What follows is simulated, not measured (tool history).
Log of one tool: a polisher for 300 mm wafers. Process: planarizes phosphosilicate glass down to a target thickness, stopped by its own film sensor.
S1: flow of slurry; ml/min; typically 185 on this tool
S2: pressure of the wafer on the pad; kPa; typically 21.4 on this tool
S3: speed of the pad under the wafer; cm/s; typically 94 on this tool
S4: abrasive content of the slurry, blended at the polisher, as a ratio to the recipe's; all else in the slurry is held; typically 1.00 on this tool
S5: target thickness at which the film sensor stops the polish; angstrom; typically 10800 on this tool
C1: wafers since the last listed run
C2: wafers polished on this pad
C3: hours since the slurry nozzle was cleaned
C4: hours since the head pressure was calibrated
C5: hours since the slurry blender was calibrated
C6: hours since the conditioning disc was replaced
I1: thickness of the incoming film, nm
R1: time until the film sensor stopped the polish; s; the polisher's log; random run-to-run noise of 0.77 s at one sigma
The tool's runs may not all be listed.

| run | hour | S1 | S2 | S3 | S4 | S5 | C1 | C2 | C3 | C4 | C5 | C6 | I1 | R1 |
|---|---|---|---|---|---|---|---|---|---|---|---|---|---|---|
| 1 | 0.0 | 185 | 21.4 | 94 | 1.00 | 10800 | 0 | 341 | 681.3 | 433.7 | 173.5 | 268.5 | 1611.2 | 61.7 |
| 2 | 15.5 | 185 | 21.4 | 94 | 1.00 | 10800 | 127 | 469 | 696.8 | 449.2 | 189.0 | 284.0 | 1617.7 | 61.7 |
| 3 | 25.2 | 185 | 21.4 | 94 | 1.00 | 10800 | 79 | 549 | 706.5 | 458.9 | 198.7 | 293.7 | 1604.3 | 59.0 |
|  | 26.8 | slurry nozzle cleaned |
| 4 | 49.7 | 185 | 21.4 | 94 | 1.00 | 10800 | 193 | 742 | 22.9 | 483.4 | 223.2 | 318.2 | 1603.0 | 59.0 |
| 5 | 64.9 | 185 | 21.4 | 94 | 0.75 | 10800 | 125 | 868 | 38.1 | 498.6 | 238.4 | 333.4 | 1626.3 | 73.4 |
| 6 | 78.1 | 185 | 21.4 | 94 | 1.00 | 10800 | 108 | 977 | 51.3 | 511.8 | 251.6 | 346.6 | 1597.7 | 62.6 |
| 7 | 85.1 | 185 | 21.4 | 94 | 1.00 | 10800 | 57 | 1034 | 58.3 | 518.8 | 258.6 | 353.6 | 1600.1 | 60.6 |
| 8 | 93.0 | 185 | 21.4 | 94 | 1.00 | 10800 | 65 | 1099 | 66.2 | 526.7 | 266.5 | 361.5 | 1563.8 | 56.6 |
|  | 106.0 | head pressure recalibrated |
| 9 | 110.6 | 185 | 21.4 | 94 | 1.00 | 10800 | 128 | 1228 | 83.8 | 4.6 | 284.1 | 379.1 | 1590.6 | 61.6 |
|  | 116.8 | worn pad replaced by a new one |
| 10 | 121.3 | 140 | 21.4 | 94 | 1.00 | 10190 | 55 | 37 | 94.5 | 15.3 | 294.8 | 389.8 | 1627.0 | 68.4 |
| 11 | 150.5 | 185 | 21.4 | 94 | 1.00 | 10800 | 240 | 278 | 123.7 | 44.5 | 324.0 | 419.0 | 1621.2 | 61.2 |
| 12 | 166.0 | 185 | 21.4 | 94 | 1.00 | 10800 | 127 | 405 | 139.2 | 60.0 | 339.5 | 434.5 | 1613.1 | 60.7 |
| 13 | 179.4 | 185 | 14.5 | 94 | 1.00 | 10800 | 110 | 516 | 152.6 | 73.4 | 352.9 | 447.9 | 1583.0 | 84.3 |
| 14 | 191.7 | 210 | 28.3 | 94 | 1.15 | 11510 | 101 | 617 | 164.9 | 85.7 | 365.2 | 460.2 | 1576.3 | 34.2 |
|  | 201.8 | conditioning disc replaced and pad reconditioned |
| 15 | 202.3 | 185 | 21.4 | 94 | 1.00 | 10800 | 70 | 688 | 175.5 | 96.3 | 375.8 | 0.5 | 1578.3 | 57.2 |
| 16 | 210.9 | 185 | 21.4 | 108 | 1.00 | 10800 | 70 | 759 | 184.1 | 104.9 | 384.4 | 9.1 | 1588.8 | 52.5 |
|  | 252.1 | slurry blender recalibrated |
| 17 | 252.6 | 185 | 21.4 | 94 | 1.00 | 10800 | 327 | 1086 | 225.8 | 146.6 | 0.5 | 50.8 | 1602.5 | 62.1 |
| 18 | 260.8 | 185 | 21.4 | 94 | 1.00 | 10800 | 67 | 1154 | 234.0 | 154.8 | 8.7 | 59.0 | 1631.7 | 64.9 |
|  | 270.6 | worn pad replaced by a new one |
| 19 | 306.6 | 185 | 26.9 | 94 | 1.00 | 9270 | 344 | 296 | 279.8 | 200.6 | 54.5 | 104.8 | 1595.4 | 59.1 |
| 20 | 319.0 | 185 | 21.4 | 94 | 1.00 | 10800 | 102 | 399 | 292.2 | 213.0 | 66.9 | 117.2 | 1630.9 | 62.9 |
| 21 | 330.6 | 185 | 21.4 | 94 | 1.00 | 10800 | 95 | 494 | 303.8 | 224.6 | 78.5 | 128.8 | 1629.8 | 63.9 |
| 22 | 341.5 | 185 | 24.8 | 72 | 1.25 | 9540 | 89 | 584 | 314.7 | 235.5 | 89.4 | 139.7 | 1586.2 | 70.5 |
| 23 | 348.6 | 185 | 21.4 | 94 | 1.00 | 11550 | 58 | 643 | 321.8 | 242.6 | 96.5 | 146.8 | 1604.4 | 53.0 |
| 24 | 360.7 | 185 | 21.4 | 122 | 1.00 | 10800 | 99 | 742 | 333.9 | 254.7 | 108.6 | 158.9 | 1628.7 | 51.2 |
| 25 | 373.6 | 185 | 28.3 | 94 | 0.90 | 10800 | 106 | 849 | 346.8 | 267.6 | 121.5 | 171.8 | 1616.7 | 50.3 |
| 26 | 381.2 | 185 | 21.4 | 94 | 1.00 | 8990 | 62 | 911 | 354.4 | 275.2 | 129.1 | 179.4 | 1593.9 | 80.9 |

What if the next run were any one of these 4? Each begins from the tool's condition after run 26:
| A | 381.7 | 185 | 21.4 | 94 | 1.00 | 10800 | 4 | 916 | 354.9 | 275.7 | 129.6 | 179.9 | 1592.7 | ? |
| B | 381.7 | 220 | 21.4 | 82 | 1.30 | 10800 | 4 | 916 | 354.9 | 275.7 | 129.6 | 179.9 | 1592.7 | ? |
| C | 381.7 | 210 | 21.4 | 74 | 0.75 | 10800 | 4 | 916 | 354.9 | 275.7 | 129.6 | 179.9 | 1592.7 | ? |
| D | 381.7 | 130 | 21.4 | 94 | 1.00 | 10800 | 4 | 916 | 354.9 | 275.7 | 129.6 | 179.9 | 1592.7 | ? |

| run | R1 |
|---|---|
| A | 60.3 |
| B | 60.0 |
| C | 80.9 |
| D | 62.9 |
Stripped of hidden state, with their random variation kept, the same runs would have yielded:
| run | R1 |
|---|---|
| A | 57.7 |
| B | 57.4 |
| C | 77.3 |
| D | 60.1 |

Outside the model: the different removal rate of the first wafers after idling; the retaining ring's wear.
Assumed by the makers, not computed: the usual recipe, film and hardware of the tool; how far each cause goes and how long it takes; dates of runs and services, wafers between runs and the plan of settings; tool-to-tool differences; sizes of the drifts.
